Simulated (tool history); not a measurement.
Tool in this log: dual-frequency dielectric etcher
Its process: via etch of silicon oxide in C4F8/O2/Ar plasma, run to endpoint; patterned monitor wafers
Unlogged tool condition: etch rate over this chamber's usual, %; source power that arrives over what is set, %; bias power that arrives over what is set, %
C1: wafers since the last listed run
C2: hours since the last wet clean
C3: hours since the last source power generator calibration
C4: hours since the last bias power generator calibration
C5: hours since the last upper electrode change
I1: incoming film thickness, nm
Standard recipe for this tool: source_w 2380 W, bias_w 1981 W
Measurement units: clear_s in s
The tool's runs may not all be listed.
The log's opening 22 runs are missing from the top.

Run 23, hour 1408.7: usual settings but bias_w 2322 W; C1 392; C2 74.5; C3 607.7; C4 383; C5 83.9; I1 1058.3. Result: clear_s 181.1 s.
Run 24, hour 1459.5: usual settings but source_w 2960 W, bias_w 2189 W; C1 268; C2 125.3; C3 658.5; C4 433.8; C5 134.7; I1 1058.5. Result: clear_s 167.5 s.
Run 25, hour 1549.1: usual settings but bias_w 2365 W; C1 474; C2 214.9; C3 748.1; C4 523.4; C5 224.3; I1 1074.4. Result: clear_s 184 s.
Run 26, hour 1615.1: usual settings; C1 349; C2 280.9; C3 814.1; C4 589.4; C5 290.3; I1 1065.5. Result: clear_s 190.6 s.
Run 27, hour 1693.9: usual settings but source_w 2130 W, bias_w 2157 W; C1 417; C2 359.7; C3 892.9; C4 668.2; C5 369.1; I1 1068.4. Result: clear_s 197.2 s.
Run 28, hour 1856.5: usual settings but source_w 2670 W, bias_w 1837 W; C1 860; C2 522.3; C3 1055.5; C4 830.8; C5 531.7; I1 1050.7. Result: clear_s 182.3 s.
At hour 1916.5: wet clean of the chamber.
Run 29, hour 1921: usual settings but source_w 1820 W, bias_w 2342 W; C1 214; C2 4.5; C3 1120; C4 895.3; C5 596.2; I1 1055.5. Result: clear_s 206 s.
Run 30, hour 1994.3: usual settings but source_w 2680 W; C1 388; C2 77.8; C3 1193.3; C4 968.6; C5 669.5; I1 1051.8. Result: clear_s 176.5 s.
Run 31, hour 2089.2: usual settings but source_w 1810 W, bias_w 2445 W; C1 502; C2 172.7; C3 1288.2; C4 1063.5; C5 764.4; I1 1064.3. Result: clear_s 205.3 s.
Run 32, hour 2160.7: usual settings but source_w 2100 W, bias_w 2306 W; C1 378; C2 244.2; C3 1359.7; C4 1135; C5 835.9; I1 1053.4. Result: clear_s 192.4 s.
Run 33, hour 2232.5: usual settings but source_w 1860 W, bias_w 2439 W; C1 380; C2 316; C3 1431.5; C4 1206.8; C5 907.7; I1 1065.4. Result: clear_s 199.8 s.
Run 34, hour 2301.6: usual settings but source_w 2820 W, bias_w 2136 W; C1 365; C2 385.1; C3 1500.6; C4 1275.9; C5 976.8; I1 1057.1. Result: clear_s 169.9 s.
At hour 2385.9: wet clean of the chamber.
Run 35, hour 2386.4: usual settings; C1 321; C2 0.5; C3 1585.4; C4 1360.7; C5 1061.6; I1 1058.6. Result: clear_s 187.7 s.

Consider 4 possible next runs. They are alternatives, not a sequence: every one starts from the tool as it was left by run 35. What does each give?
Run A, hour 2386.9: usual settings but bias_w 1688 W; C1 2; C2 1; C3 1585.9; C4 1361.2; C5 1062.1; I1 1054.2. Result: clear_s ?.
Run B, hour 2386.9: usual settings but source_w 1830 W, bias_w 1815 W; C1 2; C2 1; C3 1585.9; C4 1361.2; C5 1062.1; I1 1054.2. Result: clear_s ?.
Run C, hour 2386.9: usual settings but bias_w 1723 W; C1 2; C2 1; C3 1585.9; C4 1361.2; C5 1062.1; I1 1054.2. Result: clear_s ?.
Run D, hour 2386.9: usual settings but source_w 1910 W, bias_w 1567 W; C1 2; C2 1; C3 1585.9; C4 1361.2; C5 1062.1; I1 1054.2. Result: clear_s ?.

run  clear_s
  A    197.6
  B      221
  C    196.6
  D    224.4
With the hidden condition removed and each run's random variation left untouched, the same runs would have given:
run  clear_s
  A    197.6
  B      221
  C    196.6
  D    224.4
